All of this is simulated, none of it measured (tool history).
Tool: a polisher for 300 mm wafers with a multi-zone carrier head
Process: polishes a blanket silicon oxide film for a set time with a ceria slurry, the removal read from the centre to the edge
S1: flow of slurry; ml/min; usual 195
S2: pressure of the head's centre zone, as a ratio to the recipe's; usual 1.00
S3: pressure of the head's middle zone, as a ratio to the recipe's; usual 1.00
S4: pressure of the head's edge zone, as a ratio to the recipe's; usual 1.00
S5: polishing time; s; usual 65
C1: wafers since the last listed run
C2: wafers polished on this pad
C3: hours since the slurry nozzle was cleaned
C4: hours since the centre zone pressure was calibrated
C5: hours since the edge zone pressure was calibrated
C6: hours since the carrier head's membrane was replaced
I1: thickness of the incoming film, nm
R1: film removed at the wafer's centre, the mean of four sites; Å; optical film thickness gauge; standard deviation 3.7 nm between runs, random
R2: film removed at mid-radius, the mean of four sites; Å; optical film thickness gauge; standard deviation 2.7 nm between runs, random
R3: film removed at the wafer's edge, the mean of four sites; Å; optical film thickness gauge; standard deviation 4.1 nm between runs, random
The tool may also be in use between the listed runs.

{"run": 1, "hour": 0.0, "S1": 195, "S2": 1.0, "S3": 1.0, "S4": 0.96, "S5": 65, "C1": 0, "C2": 2559, "C3": 66.2, "C4": 271.4, "C5": 124.3, "C6": 965.0, "I1": 976.3, "R1": 3303, "R2": 3334, "R3": 3291}
{"hour": 39.5, "done": "carrier head's membrane replaced by a new one"}
{"run": 2, "hour": 89.4, "S1": 195, "S2": 1.0, "S3": 1.0, "S4": 1.0, "S5": 65, "C1": 613, "C2": 3172, "C3": 155.6, "C4": 360.8, "C5": 213.7, "C6": 49.9, "I1": 995.3, "R1": 3238, "R2": 3241, "R3": 3314}
{"hour": 144.3, "done": "worn pad replaced by a new one"}
{"run": 3, "hour": 159.2, "S1": 195, "S2": 1.0, "S3": 1.0, "S4": 1.0, "S5": 65, "C1": 478, "C2": 108, "C3": 225.4, "C4": 430.6, "C5": 283.5, "C6": 119.7, "I1": 1011.3, "R1": 3204, "R2": 3201, "R3": 3220}
{"run": 4, "hour": 207.4, "S1": 195, "S2": 1.0, "S3": 1.0, "S4": 1.0, "S5": 65, "C1": 350, "C2": 458, "C3": 273.6, "C4": 478.8, "C5": 331.7, "C6": 167.9, "I1": 988.6, "R1": 3193, "R2": 3158, "R3": 3293}
{"run": 5, "hour": 282.5, "S1": 195, "S2": 1.0, "S3": 1.06, "S4": 1.0, "S5": 65, "C1": 545, "C2": 1003, "C3": 348.7, "C4": 553.9, "C5": 406.8, "C6": 243.0, "I1": 1010.7, "R1": 3194, "R2": 3351, "R3": 3231}
{"run": 6, "hour": 389.8, "S1": 195, "S2": 1.0, "S3": 1.0, "S4": 1.0, "S5": 65, "C1": 779, "C2": 1783, "C3": 456.0, "C4": 661.2, "C5": 514.1, "C6": 350.3, "I1": 992.4, "R1": 3261, "R2": 3159, "R3": 3254}
{"run": 7, "hour": 437.2, "S1": 195, "S2": 1.0, "S3": 1.0, "S4": 1.09, "S5": 50, "C1": 344, "C2": 2127, "C3": 503.4, "C4": 708.6, "C5": 561.5, "C6": 397.7, "I1": 1016.9, "R1": 2457, "R2": 2400, "R3": 2552}
{"hour": 490.8, "done": "slurry nozzle cleaned"}
{"run": 8, "hour": 510.9, "S1": 195, "S2": 1.0, "S3": 1.0, "S4": 0.96, "S5": 65, "C1": 528, "C2": 2656, "C3": 20.1, "C4": 782.3, "C5": 635.2, "C6": 471.4, "I1": 981.5, "R1": 3598, "R2": 3392, "R3": 3352}
{"run": 9, "hour": 597.4, "S1": 265, "S2": 1.05, "S3": 1.0, "S4": 1.0, "S5": 65, "C1": 628, "C2": 3284, "C3": 106.6, "C4": 868.8, "C5": 721.7, "C6": 557.9, "I1": 989.7, "R1": 3866, "R2": 3463, "R3": 3464}
{"hour": 746.2, "done": "worn pad replaced by a new one"}
{"hour": 758.5, "done": "centre zone pressure recalibrated"}
{"run": 10, "hour": 781.7, "S1": 150, "S2": 1.0, "S3": 1.0, "S4": 1.0, "S5": 65, "C1": 1295, "C2": 243, "C3": 290.9, "C4": 23.2, "C5": 906.0, "C6": 742.2, "I1": 1007.0, "R1": 2854, "R2": 2901, "R3": 3052}
{"run": 11, "hour": 875.8, "S1": 195, "S2": 1.0, "S3": 1.0, "S4": 1.09, "S5": 84, "C1": 683, "C2": 926, "C3": 385.0, "C4": 117.3, "C5": 1000.1, "C6": 836.3, "I1": 979.3, "R1": 3990, "R2": 4097, "R3": 4317}
{"run": 12, "hour": 961.7, "S1": 155, "S2": 1.0, "S3": 1.0, "S4": 0.91, "S5": 72, "C1": 624, "C2": 1551, "C3": 470.9, "C4": 203.2, "C5": 1086.0, "C6": 922.2, "I1": 1004.7, "R1": 3181, "R2": 3233, "R3": 3246}
{"run": 13, "hour": 1005.9, "S1": 195, "S2": 1.0, "S3": 1.0, "S4": 1.0, "S5": 72, "C1": 321, "C2": 1872, "C3": 515.1, "C4": 247.4, "C5": 1130.2, "C6": 966.4, "I1": 991.9, "R1": 3454, "R2": 3434, "R3": 3526}
{"run": 14, "hour": 1094.9, "S1": 195, "S2": 1.0, "S3": 1.0, "S4": 1.0, "S5": 65, "C1": 646, "C2": 2518, "C3": 604.1, "C4": 336.4, "C5": 1219.2, "C6": 1055.4, "I1": 990.8, "R1": 3083, "R2": 3074, "R3": 3285}
{"hour": 1106.1, "done": "slurry nozzle cleaned"}
{"hour": 1134.7, "done": "edge zone pressure recalibrated"}
{"run": 15, "hour": 1160.3, "S1": 195, "S2": 1.08, "S3": 0.93, "S4": 1.0, "S5": 65, "C1": 453, "C2": 2972, "C3": 54.2, "C4": 401.8, "C5": 25.6, "C6": 1120.8, "I1": 999.9, "R1": 3648, "R2": 3174, "R3": 3339}
{"run": 16, "hour": 1200.4, "S1": 195, "S2": 0.95, "S3": 1.0, "S4": 1.0, "S5": 65, "C1": 291, "C2": 3263, "C3": 94.3, "C4": 441.9, "C5": 65.7, "C6": 1160.9, "I1": 1003.0, "R1": 3198, "R2": 3320, "R3": 3398}
{"hour": 1209.1, "done": "carrier head's membrane replaced by a new one"}
{"run": 17, "hour": 1306.3, "S1": 215, "S2": 1.0, "S3": 0.88, "S4": 1.0, "S5": 65, "C1": 733, "C2": 3996, "C3": 200.2, "C4": 547.8, "C5": 171.6, "C6": 97.2, "I1": 1008.3, "R1": 3325, "R2": 2946, "R3": 3327}
{"hour": 1321.3, "done": "worn pad replaced by a new one"}
{"run": 18, "hour": 1377.8, "S1": 195, "S2": 0.95, "S3": 1.0, "S4": 1.0, "S5": 65, "C1": 490, "C2": 410, "C3": 271.7, "C4": 619.3, "C5": 243.1, "C6": 168.7, "I1": 986.0, "R1": 3205, "R2": 3155, "R3": 3209}
{"run": 19, "hour": 1428.3, "S1": 215, "S2": 1.0, "S3": 1.0, "S4": 1.0, "S5": 65, "C1": 366, "C2": 777, "C3": 322.2, "C4": 669.8, "C5": 293.6, "C6": 219.2, "I1": 989.6, "R1": 3373, "R2": 3199, "R3": 3339}
{"run": 20, "hour": 1491.9, "S1": 195, "S2": 1.0, "S3": 1.0, "S4": 1.0, "S5": 65, "C1": 462, "C2": 1239, "C3": 385.8, "C4": 733.4, "C5": 357.2, "C6": 282.8, "I1": 982.9, "R1": 3314, "R2": 3172, "R3": 3211}
{"run": 21, "hour": 1566.1, "S1": 265, "S2": 1.07, "S3": 1.0, "S4": 1.0, "S5": 65, "C1": 539, "C2": 1778, "C3": 460.0, "C4": 807.6, "C5": 431.4, "C6": 357.0, "I1": 1000.2, "R1": 3727, "R2": 3363, "R3": 3351}
{"hour": 1668.3, "done": "slurry nozzle cleaned"}
{"run": 22, "hour": 1668.8, "S1": 145, "S2": 1.0, "S3": 0.93, "S4": 1.11, "S5": 65, "C1": 738, "C2": 2517, "C3": 0.5, "C4": 910.3, "C5": 534.1, "C6": 459.7, "I1": 1008.3, "R1": 3306, "R2": 2982, "R3": 3436}
{"hour": 1755.7, "done": "centre zone pressure recalibrated"}
{"run": 23, "hour": 1772.6, "S1": 260, "S2": 1.0, "S3": 1.0, "S4": 0.88, "S5": 82, "C1": 739, "C2": 3256, "C3": 104.3, "C4": 16.9, "C5": 637.9, "C6": 563.5, "I1": 1010.6, "R1": 4302, "R2": 4343, "R3": 4076}

Each row is a separate what-if for the run after 23, all from the same tool condition, not one after another. Results?
{"run": "A", "hour": 1773.0, "S1": 195, "S2": 1.0, "S3": 1.0, "S4": 1.0, "S5": 65, "C1": 2, "C2": 3259, "C3": 104.7, "C4": 17.3, "C5": 638.3, "C6": 563.9, "I1": 1003.9, "R1": "?", "R2": "?", "R3": "?"}
{"run": "B", "hour": 1773.0, "S1": 195, "S2": 1.0, "S3": 1.0, "S4": 1.0, "S5": 55, "C1": 2, "C2": 3259, "C3": 104.7, "C4": 17.3, "C5": 638.3, "C6": 563.9, "I1": 1003.9, "R1": "?", "R2": "?", "R3": "?"}
{"run": "C", "hour": 1773.0, "S1": 160, "S2": 1.0, "S3": 1.0, "S4": 0.93, "S5": 48, "C1": 2, "C2": 3259, "C3": 104.7, "C4": 17.3, "C5": 638.3, "C6": 563.9, "I1": 1003.9, "R1": "?", "R2": "?", "R3": "?"}

run=A R1=3241 R2=3243 R3=3394
run=B R1=2742 R2=2744 R3=2872
run=C R1=2270 R2=2286 R3=2347
Stripped of hidden state, with their random variation kept, the same runs would have yielded:
run=A R1=3366 R2=3385 R3=3502
run=B R1=2848 R2=2864 R3=2963
run=C R1=2386 R2=2410 R3=2437

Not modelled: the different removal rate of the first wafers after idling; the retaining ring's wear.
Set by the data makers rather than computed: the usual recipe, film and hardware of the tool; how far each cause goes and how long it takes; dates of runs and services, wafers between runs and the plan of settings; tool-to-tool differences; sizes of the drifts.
